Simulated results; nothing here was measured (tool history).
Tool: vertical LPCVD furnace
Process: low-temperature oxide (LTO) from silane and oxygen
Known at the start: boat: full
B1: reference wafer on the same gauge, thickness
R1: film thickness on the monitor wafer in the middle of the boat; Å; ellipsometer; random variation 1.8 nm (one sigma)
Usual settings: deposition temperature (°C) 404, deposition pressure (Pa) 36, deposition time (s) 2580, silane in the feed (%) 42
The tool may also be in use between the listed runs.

run 1 day=0 | deposition_temperature_(°C)=404 deposition_pressure_(Pa)=36 deposition_time_(s)=2130 silane_in_the_feed_(%)=42 | B1=508.87 | R1=4550.1
run 2 day=1.5 | deposition_temperature_(°C)=404 deposition_pressure_(Pa)=36 deposition_time_(s)=2580 silane_in_the_feed_(%)=42 | B1=509.12 | R1=5530.8
run 3 day=3.554 | deposition_temperature_(°C)=404 deposition_pressure_(Pa)=36 deposition_time_(s)=2580 silane_in_the_feed_(%)=42 | B1=508.78 | R1=5514
run 4 day=5.183 | deposition_temperature_(°C)=404 deposition_pressure_(Pa)=36 deposition_time_(s)=2580 silane_in_the_feed_(%)=42 | B1=509.25 | R1=5524.4
run 5 day=7.179 | deposition_temperature_(°C)=404 deposition_pressure_(Pa)=36 deposition_time_(s)=2580 silane_in_the_feed_(%)=42 | B1=508.83 | R1=5518.4
run 6 day=9.717 | deposition_temperature_(°C)=404 deposition_pressure_(Pa)=36 deposition_time_(s)=2580 silane_in_the_feed_(%)=42 | B1=508.92 | R1=5535.7
run 7 day=12.688 | deposition_temperature_(°C)=404 deposition_pressure_(Pa)=36 deposition_time_(s)=2580 silane_in_the_feed_(%)=42 | B1=509.48 | R1=5552.4
run 8 day=13.975 | deposition_temperature_(°C)=404 deposition_pressure_(Pa)=36 deposition_time_(s)=2580 silane_in_the_feed_(%)=42 | B1=509.34 | R1=5523.6
run 9 day=16.675 | deposition_temperature_(°C)=404 deposition_pressure_(Pa)=36 deposition_time_(s)=2580 silane_in_the_feed_(%)=42 | B1=509.25 | R1=5500.4
run 10 day=18.967 | deposition_temperature_(°C)=404 deposition_pressure_(Pa)=36 deposition_time_(s)=2580 silane_in_the_feed_(%)=42 | B1=509 | R1=5567
run 11 day=20.383 | deposition_temperature_(°C)=404 deposition_pressure_(Pa)=36 deposition_time_(s)=2580 silane_in_the_feed_(%)=42 | B1=509.11 | R1=5585.9
run 12 day=23.292 | deposition_temperature_(°C)=404 deposition_pressure_(Pa)=36 deposition_time_(s)=2580 silane_in_the_feed_(%)=42 | B1=508.99 | R1=5579
run 13 day=27.496 | deposition_temperature_(°C)=404 deposition_pressure_(Pa)=36 deposition_time_(s)=2580 silane_in_the_feed_(%)=42 | B1=509.19 | R1=5557.1
run 14 day=34.312 | deposition_temperature_(°C)=404 deposition_pressure_(Pa)=36 deposition_time_(s)=2580 silane_in_the_feed_(%)=42 | B1=508.87 | R1=5599
-- day=35.962 gauge calibrated
run 15 day=37.15 | deposition_temperature_(°C)=401 deposition_pressure_(Pa)=36 deposition_time_(s)=2580 silane_in_the_feed_(%)=42 | B1=508.58 | R1=5428.9
-- day=38.388 thermocouples replaced and temperature profile calibrated
run 16 day=39.496 | deposition_temperature_(°C)=404 deposition_pressure_(Pa)=36 deposition_time_(s)=2580 silane_in_the_feed_(%)=42 | B1=508.99 | R1=5353.2
-- day=41.55 pressure gauge zeroed
run 17 day=41.571 | deposition_temperature_(°C)=414 deposition_pressure_(Pa)=33.3 deposition_time_(s)=2580 silane_in_the_feed_(%)=35 | B1=508.91 | R1=4384.2
run 18 day=43.308 | deposition_temperature_(°C)=415 deposition_pressure_(Pa)=36 deposition_time_(s)=2580 silane_in_the_feed_(%)=42 | B1=508.99 | R1=6051
run 19 day=45.617 | deposition_temperature_(°C)=404 deposition_pressure_(Pa)=43.3 deposition_time_(s)=1770 silane_in_the_feed_(%)=42 | B1=508.85 | R1=4438.5
run 20 day=48.2 | deposition_temperature_(°C)=404 deposition_pressure_(Pa)=36 deposition_time_(s)=2580 silane_in_the_feed_(%)=42 | B1=508.82 | R1=5399.2
run 21 day=50.729 | deposition_temperature_(°C)=393 deposition_pressure_(Pa)=36 deposition_time_(s)=2580 silane_in_the_feed_(%)=46 | B1=508.86 | R1=5296
-- day=52.321 silane flow controller replaced
run 22 day=52.342 | deposition_temperature_(°C)=404 deposition_pressure_(Pa)=36 deposition_time_(s)=2580 silane_in_the_feed_(%)=42 | B1=509.13 | R1=5609.9
run 23 day=54.546 | deposition_temperature_(°C)=404 deposition_pressure_(Pa)=40 deposition_time_(s)=2580 silane_in_the_feed_(%)=42 | B1=508.8 | R1=6233.2
run 24 day=55.817 | deposition_temperature_(°C)=404 deposition_pressure_(Pa)=36 deposition_time_(s)=2580 silane_in_the_feed_(%)=42 | B1=508.95 | R1=5601.6
run 25 day=58.633 | deposition_temperature_(°C)=404 deposition_pressure_(Pa)=36 deposition_time_(s)=3420 silane_in_the_feed_(%)=36 | B1=509.19 | R1=6166.8
run 26 day=60.175 | deposition_temperature_(°C)=409 deposition_pressure_(Pa)=36 deposition_time_(s)=3240 silane_in_the_feed_(%)=50 | B1=509.13 | R1=8751.8
run 27 day=62.308 | deposition_temperature_(°C)=404 deposition_pressure_(Pa)=36 deposition_time_(s)=2580 silane_in_the_feed_(%)=42 | B1=508.88 | R1=5601.7
run 28 day=64.658 | deposition_temperature_(°C)=404 deposition_pressure_(Pa)=40.7 deposition_time_(s)=2580 silane_in_the_feed_(%)=36 | B1=508.9 | R1=5260.4
run 29 day=65.971 | deposition_temperature_(°C)=404 deposition_pressure_(Pa)=44 deposition_time_(s)=2160 silane_in_the_feed_(%)=42 | B1=509.06 | R1=5737.4

Forecast each of these 5 alternatives for the next run:
run A day=66.192 | deposition_temperature_(°C)=404 deposition_pressure_(Pa)=36 deposition_time_(s)=2580 silane_in_the_feed_(%)=42 | B1=? | R1=?
run B day=66.192 | deposition_temperature_(°C)=396 deposition_pressure_(Pa)=42.7 deposition_time_(s)=3540 silane_in_the_feed_(%)=34 | B1=? | R1=?
run C day=66.192 | deposition_temperature_(°C)=404 deposition_pressure_(Pa)=36 deposition_time_(s)=2580 silane_in_the_feed_(%)=36 | B1=? | R1=?
run D day=66.192 | deposition_temperature_(°C)=413 deposition_pressure_(Pa)=36 deposition_time_(s)=2580 silane_in_the_feed_(%)=42 | B1=? | R1=?
run E day=66.192 | deposition_temperature_(°C)=404 deposition_pressure_(Pa)=36 deposition_time_(s)=1650 silane_in_the_feed_(%)=40 | B1=? | R1=?

run=A B1=509.37 R1=5592.6
run=B B1=509.37 R1=6363.6
run=C B1=509.37 R1=4631.8
run=D B1=509.37 R1=6145.9
run=E B1=509.37 R1=3379.9
Without the tool's hidden state the same runs would have given:
run=A R1=5578.9
run=B R1=6365.2
run=C R1=4630.4
run=D R1=6131.8
run=E R1=3374
